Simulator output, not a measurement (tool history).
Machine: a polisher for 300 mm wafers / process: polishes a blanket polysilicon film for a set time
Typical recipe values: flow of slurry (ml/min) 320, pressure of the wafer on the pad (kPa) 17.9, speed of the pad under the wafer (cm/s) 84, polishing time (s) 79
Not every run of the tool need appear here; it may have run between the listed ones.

run,hour,flow of slurry (ml/min),pressure of the wafer on the pad (kPa),speed of the pad under the wafer (cm/s),polishing time (s),wafers since the last listed run,wafers polished on this pad,hours since the slurry nozzle was cleaned,hours since the head pressure was calibrated,"incoming thickness of the incoming film, nm",film removed (angstrom)
1,0.0,285,17.9,84,79,0,917,258.3,702.2,1462.8,5994
2,10.8,285,17.9,84,79,98,1015,269.1,713.0,1453.9,5950
3,18.8,285,17.9,84,79,72,1088,277.1,721.0,1448.4,5993
4,28.0,320,17.9,76,79,83,1172,286.3,730.2,1452.1,5452
5,40.9,320,17.9,76,79,117,1289,299.2,743.1,1430.1,5393
6,48.8,320,17.9,84,79,71,1361,307.1,751.0,1467.6,5957
# hour 67.5: worn pad replaced by a new one
7,68.0,320,17.9,84,79,138,4,326.3,770.2,1477.0,5900
8,80.0,320,17.9,84,79,109,113,338.3,782.2,1474.8,5965
9,86.1,320,17.9,84,79,55,169,344.4,788.3,1451.8,5944
10,100.9,320,17.9,84,79,134,304,359.2,803.1,1441.0,6016
11,115.9,320,17.9,84,79,136,440,374.2,818.1,1451.5,5984
12,124.5,320,17.9,84,79,78,519,382.8,826.7,1460.3,6038
13,132.2,320,14.5,84,79,70,589,390.5,834.4,1465.1,4752
14,145.6,320,14.5,84,79,122,711,403.9,847.8,1492.6,4866
# hour 151.0: slurry nozzle cleaned
15,151.7,320,17.9,84,79,46,757,0.7,853.9,1456.0,6008
16,176.9,320,17.9,84,79,229,987,25.9,879.1,1472.7,6156
# hour 219.3: worn pad replaced by a new one
17,227.1,320,17.9,84,79,420,71,76.1,929.3,1470.5,5996
18,236.7,320,14.5,84,79,87,158,85.7,938.9,1449.7,4895
19,243.6,250,15.2,84,79,62,221,92.6,945.8,1444.4,4918
20,261.4,290,17.9,84,57,162,383,110.4,963.6,1446.8,4423
# hour 266.3: head pressure recalibrated
21,275.4,320,16.5,62,79,109,493,124.4,9.1,1456.8,4075
22,291.8,320,21.4,68,79,149,642,140.8,25.5,1458.2,5739
23,298.4,320,17.9,84,64,60,702,147.4,32.1,1459.9,4932
24,348.5,425,22.1,108,100,456,1159,197.5,82.2,1473.0,12019
# hour 356.8: worn pad replaced by a new one
25,357.3,410,17.9,84,79,43,4,206.3,91.0,1482.5,6082
26,372.5,290,17.9,84,57,138,142,221.5,106.2,1464.9,4285
27,382.7,320,17.9,84,79,92,235,231.7,116.4,1448.8,5873
28,396.5,270,14.5,98,62,125,361,245.5,130.2,1470.0,4512
29,406.7,320,17.9,84,69,92,454,255.7,140.4,1468.5,5056
30,414.3,240,14.5,92,52,69,523,263.3,148.0,1470.9,3478
31,422.6,320,17.9,84,79,75,599,271.6,156.3,1442.7,6121
32,434.6,360,17.9,74,79,109,708,283.6,168.3,1443.3,5286
33,441.1,320,17.9,84,79,59,767,290.1,174.8,1441.5,5990
34,450.7,420,17.9,84,91,87,855,299.7,184.4,1463.0,6905
35,467.1,390,21.4,58,100,149,1004,316.1,200.8,1462.1,6283
36,485.1,320,17.9,84,79,164,1168,334.1,218.8,1431.9,6104
# hour 494.2: worn pad replaced by a new one
37,494.7,275,22.1,84,71,51,4,343.7,228.4,1469.7,6552

Run-by-run hidden state of the tool:
removal rate lost through wear of the pad, %: 0 across all the runs
slurry flow missing at the pad, %: 0 across all the runs
deviation of the head's pressure from its setpoint, %: 0 across all the runs
